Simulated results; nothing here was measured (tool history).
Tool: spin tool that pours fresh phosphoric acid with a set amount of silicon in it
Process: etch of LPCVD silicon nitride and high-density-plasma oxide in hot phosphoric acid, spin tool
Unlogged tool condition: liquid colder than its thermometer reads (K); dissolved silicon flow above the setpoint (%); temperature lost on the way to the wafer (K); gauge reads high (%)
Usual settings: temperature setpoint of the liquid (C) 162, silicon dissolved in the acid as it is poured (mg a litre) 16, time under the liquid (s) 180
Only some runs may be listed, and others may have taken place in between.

run	hour	temperature setpoint of the liquid (C)	silicon dissolved in the acid as it is poured (mg a litre)	time under the liquid (s)	wafers since the last listed run	hours since the thermometer was replaced	hours since the dissolved silicon flow meter was replaced	hours since the heated supply line was repaired	hours since the gauge calibration	read-back film thickness of the LPCVD silicon nitride reference wafer, read on the same gauge (nm)	read-back film thickness of the high-density-plasma oxide reference wafer, read on the same gauge (nm)	thickness taken off the LPCVD silicon nitride on a monitor wafer (Å)	thickness taken off the high-density-plasma oxide on a monitor wafer (Å)
1	0	162	11	180	0	1550.3	907	2680	321.8	30	90.014	200.4	5.04
2	15.6	162	11	180	140	1565.9	922.6	2695.6	337.4	30.01	89.947	200.4	4.82
3	76.9	162	11	180	551	1627.2	983.9	2756.9	398.7	30.01	90.011	198.6	5.29
4	102.6	162	8	225	231	1652.9	1009.6	2782.6	424.4	29.99	89.962	247.9	6.93
5	130.1	160	16	180	247	1680.4	1037.1	2810.1	451.9	30.04	89.982	186.1	4.11
6	163.1	162	16	130	297	1713.4	1070.1	2843.1	484.9	30	90.014	145	3.04
7	185.2	162	16	180	199	1735.5	1092.2	2865.2	507	29.96	90.019	199.3	4.56
8	206.7	162	16	180	193	1757	1113.7	2886.7	528.5	29.99	89.998	201.4	4.53
# hour 210: gauge calibrated
9	223.5	162	25.5	135	151	1773.8	1130.5	2903.5	13.5	30.01	90.003	149.9	2.44
# hour 257.2: dissolved silicon flow meter replaced
10	259.4	162	16	180	314	1809.7	2.2	2939.4	49.4	30	90.021	199.3	4.1
# hour 284.5: heated supply line repaired
# hour 305.4: thermometer replaced
11	323.1	163	9.5	215	555	17.7	65.9	38.6	113.1	30.01	90.018	245.3	7.22
12	342.6	163.5	20	265	175	37.2	85.4	58.1	132.6	29.96	90.05	309.3	6.6
13	370	162	16	225	246	64.6	112.8	85.5	160	29.98	89.991	249.9	5.81
14	435.9	162	23.5	105	593	130.5	178.7	151.4	225.9	30.02	89.977	115.9	1.93
15	452.1	159.5	16	180	145	146.7	194.9	167.6	242.1	29.96	89.985	183.5	4.11
16	466.6	162	23.5	105	130	161.2	209.4	182.1	256.6	29.99	89.972	116.7	2.31
17	479.5	162	16	180	116	174.1	222.3	195	269.5	29.99	89.961	197.7	4.84

3 ways to go on from here, each from the tool as it stands after run 17. What would each give?
A	480	160.5	16	180	4	174.6	222.8	195.5	270	?	?	?	?
B	480	164.5	16	180	4	174.6	222.8	195.5	270	?	?	?	?
C	480	162	28	75	4	174.6	222.8	195.5	270	?	?	?	?

run	read-back film thickness of the LPCVD silicon nitride reference wafer, read on the same gauge (nm)	read-back film thickness of the high-density-plasma oxide reference wafer, read on the same gauge (nm)	thickness taken off the LPCVD silicon nitride on a monitor wafer (Å)	thickness taken off the high-density-plasma oxide on a monitor wafer (Å)
A	30.02	89.99	191	4.21
B	30.02	89.99	218.1	5.64
C	30.02	89.99	83.7	1.36
Without the tool's hidden state the same runs would have given:
run	thickness taken off the LPCVD silicon nitride on a monitor wafer (Å)	thickness taken off the high-density-plasma oxide on a monitor wafer (Å)
A	191	4.21
B	218.1	5.64
C	83.7	1.36
